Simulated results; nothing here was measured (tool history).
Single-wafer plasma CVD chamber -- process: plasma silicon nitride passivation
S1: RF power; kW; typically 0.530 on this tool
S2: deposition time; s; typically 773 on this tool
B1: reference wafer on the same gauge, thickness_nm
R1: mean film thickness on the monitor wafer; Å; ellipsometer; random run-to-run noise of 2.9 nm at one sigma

{"run": 1, "day": 0.0, "S1": 0.53, "S2": 773, "B1": 1509.994, "R1": 12672.42}
{"run": 2, "day": 1.638, "S1": 0.53, "S2": 773, "B1": 1510.54, "R1": 12625.25}
{"run": 3, "day": 3.396, "S1": 0.565, "S2": 773, "B1": 1510.147, "R1": 12878.29}
{"run": 4, "day": 6.358, "S1": 0.53, "S2": 773, "B1": 1509.702, "R1": 12635.23}
{"run": 5, "day": 7.467, "S1": 0.53, "S2": 773, "B1": 1510.528, "R1": 12680.4}
{"run": 6, "day": 9.838, "S1": 0.53, "S2": 773, "B1": 1509.753, "R1": 12644.28}
{"run": 7, "day": 11.654, "S1": 0.53, "S2": 773, "B1": 1510.399, "R1": 12710.7}
{"run": 8, "day": 12.738, "S1": 0.53, "S2": 773, "B1": 1510.238, "R1": 12701.64}
{"run": 9, "day": 15.575, "S1": 0.53, "S2": 773, "B1": 1510.372, "R1": 12674.95}
{"run": 10, "day": 17.188, "S1": 0.53, "S2": 773, "B1": 1510.461, "R1": 12718.91}
{"run": 11, "day": 18.321, "S1": 0.53, "S2": 773, "B1": 1510.253, "R1": 12594.68}
{"run": 12, "day": 20.254, "S1": 0.5, "S2": 773, "B1": 1509.971, "R1": 12378.6}
{"run": 13, "day": 22.712, "S1": 0.55, "S2": 773, "B1": 1509.959, "R1": 12774.97}
{"day": 23.808, "done": "RF generator calibrated"}
{"run": 14, "day": 23.879, "S1": 0.55, "S2": 773, "B1": 1509.682, "R1": 12830.17}
{"day": 24.679, "done": "gauge calibrated"}
{"run": 15, "day": 26.254, "S1": 0.53, "S2": 773, "B1": 1509.741, "R1": 12682.58}
{"run": 16, "day": 28.15, "S1": 0.5, "S2": 773, "B1": 1510.692, "R1": 12445.31}

Run 17 is up next; what results do you expect?
{"day": 28.967, "done": "showerhead replaced"}
{"run": 17, "day": 29.696, "S1": 0.615, "S2": 869, "B1": "?", "R1": "?"}

{"run 17": {"B1": 1509.712, "R1": 14915.74}}
If the tool had no hidden condition, the same run with the same run-to-run variation would have returned R1 14915.74 Å.
